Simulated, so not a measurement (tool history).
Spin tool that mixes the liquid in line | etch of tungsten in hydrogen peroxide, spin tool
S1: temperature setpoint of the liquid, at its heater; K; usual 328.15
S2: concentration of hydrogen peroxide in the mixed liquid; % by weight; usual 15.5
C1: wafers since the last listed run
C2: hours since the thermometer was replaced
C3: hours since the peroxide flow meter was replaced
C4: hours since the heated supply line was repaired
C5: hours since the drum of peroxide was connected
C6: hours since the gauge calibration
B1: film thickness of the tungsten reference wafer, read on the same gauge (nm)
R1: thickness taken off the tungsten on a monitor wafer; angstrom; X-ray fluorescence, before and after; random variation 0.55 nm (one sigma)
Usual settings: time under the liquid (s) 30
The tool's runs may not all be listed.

Run 1, hour 0: usual settings but time under the liquid (s) 40; C1 0; C2 2052.4; C3 672.4; C4 2596.6; C5 292.6; C6 381.7; B1 120.02. Result: R1 967.9 angstrom.
Run 2, hour 79: usual settings; C1 1260; C2 2131.4; C3 751.4; C4 2675.6; C5 371.6; C6 460.7; B1 120.01. Result: R1 740.1 angstrom.
Run 3, hour 164.2: usual settings; C1 1359; C2 2216.6; C3 836.6; C4 2760.8; C5 456.8; C6 545.9; B1 120. Result: R1 736.3 angstrom.
Run 4, hour 215: usual settings; C1 810; C2 2267.4; C3 887.4; C4 2811.6; C5 507.6; C6 596.7; B1 120. Result: R1 740.6 angstrom.
Run 5, hour 290.3: usual settings; C1 1201; C2 2342.7; C3 962.7; C4 2886.9; C5 582.9; C6 672; B1 119.97. Result: R1 735.9 angstrom.
Run 6, hour 341.7: usual settings; C1 820; C2 2394.1; C3 1014.1; C4 2938.3; C5 634.3; C6 723.4; B1 119.98. Result: R1 743.4 angstrom.
Run 7, hour 419.5: usual settings but time under the liquid (s) 15; C1 1241; C2 2471.9; C3 1091.9; C4 3016.1; C5 712.1; C6 801.2; B1 119.98. Result: R1 365.8 angstrom.
Run 8, hour 484.7: usual settings but time under the liquid (s) 15; C1 1040; C2 2537.1; C3 1157.1; C4 3081.3; C5 777.3; C6 866.4; B1 120.01. Result: R1 372.8 angstrom.
At hour 504.2: thermometer replaced.
Run 9, hour 521.8: usual settings but time under the liquid (s) 15; C1 576; C2 17.6; C3 1194.2; C4 3118.4; C5 814.4; C6 903.5; B1 120.01. Result: R1 371.3 angstrom.
Run 10, hour 614: usual settings; C1 1471; C2 109.8; C3 1286.4; C4 3210.6; C5 906.6; C6 995.7; B1 119.96. Result: R1 729.6 angstrom.
Run 11, hour 694.8: usual settings; C1 1289; C2 190.6; C3 1367.2; C4 3291.4; C5 987.4; C6 1076.5; B1 120. Result: R1 744.3 angstrom.
Run 12, hour 771.4: usual settings but S1 335.65 K, S2 14 % by weight, time under the liquid (s) 20; C1 1222; C2 267.2; C3 1443.8; C4 3368; C5 1064; C6 1153.1; B1 120.02. Result: R1 720.2 angstrom.
Run 13, hour 870.6: usual settings but S1 333.65 K, S2 17.5 % by weight; C1 1583; C2 366.4; C3 1543; C4 3467.2; C5 1163.2; C6 1252.3; B1 120.02. Result: R1 1084.6 angstrom.
At hour 880.4: new drum of peroxide connected.
At hour 922: peroxide flow meter replaced.
Run 14, hour 959.6: usual settings but time under the liquid (s) 20; C1 1388; C2 455.4; C3 37.6; C4 3556.2; C5 79.2; C6 1341.3; B1 120.01. Result: R1 491.2 angstrom.
Run 15, hour 997.8: usual settings; C1 609; C2 493.6; C3 75.8; C4 3594.4; C5 117.4; C6 1379.5; B1 120.01. Result: R1 744.1 angstrom.
Run 16, hour 1045.3: usual settings but S2 18 % by weight; C1 758; C2 541.1; C3 123.3; C4 3641.9; C5 164.9; C6 1427; B1 120.03. Result: R1 805.1 angstrom.
At hour 1067.5: heated supply line repaired.
At hour 1072.5: gauge calibrated.
Run 17, hour 1145: usual settings but S2 17 % by weight; C1 1575; C2 640.8; C3 223; C4 77.5; C5 264.6; C6 72.5; B1 120.02. Result: R1 768.6 angstrom.
Run 18, hour 1252.7: usual settings but S1 332.15 K, time under the liquid (s) 50; C1 1719; C2 748.5; C3 330.7; C4 185.2; C5 372.3; C6 180.2; B1 119.98. Result: R1 1546.7 angstrom.
Run 19, hour 1319.8: usual settings but time under the liquid (s) 15; C1 1071; C2 815.6; C3 397.8; C4 252.3; C5 439.4; C6 247.3; B1 120. Result: R1 368.6 angstrom.
Run 20, hour 1370.4: usual settings but S1 324.15 K; C1 807; C2 866.2; C3 448.4; C4 302.9; C5 490; C6 297.9; B1 120.01. Result: R1 590.5 angstrom.
Run 21, hour 1446.6: usual settings but S1 318.65 K; C1 1216; C2 942.4; C3 524.6; C4 379.1; C5 566.2; C6 374.1; B1 119.98. Result: R1 412.4 angstrom.
Run 22, hour 1527: usual settings but S1 320.65 K, S2 20 % by weight, time under the liquid (s) 15; C1 1283; C2 1022.8; C3 605; C4 459.5; C5 646.6; C6 454.5; B1 119.99. Result: R1 262.4 angstrom.
Run 23, hour 1615.2: usual settings; C1 1407; C2 1111; C3 693.2; C4 547.7; C5 734.8; C6 542.7; B1 119.97. Result: R1 736 angstrom.
Run 24, hour 1695.2: usual settings but S1 321.15 K, S2 17 % by weight, time under the liquid (s) 50; C1 1276; C2 1191; C3 773.2; C4 627.7; C5 814.8; C6 622.7; B1 120. Result: R1 858.8 angstrom.
Run 25, hour 1800.4: usual settings but S1 330.65 K, S2 17.5 % by weight, time under the liquid (s) 20; C1 1679; C2 1296.2; C3 878.4; C4 732.9; C5 920; C6 727.9; B1 119.97. Result: R1 597.2 angstrom.

What the log doesn't show, run by run:
liquid colder than its thermometer reads (K): 0 in every run
peroxide flow below the setpoint (%): 0 in every run
temperature lost on the way to the wafer (K): 0 in every run
peroxide weaker than its label (%): 0 in every run
gauge reads high (%): 0 in every run
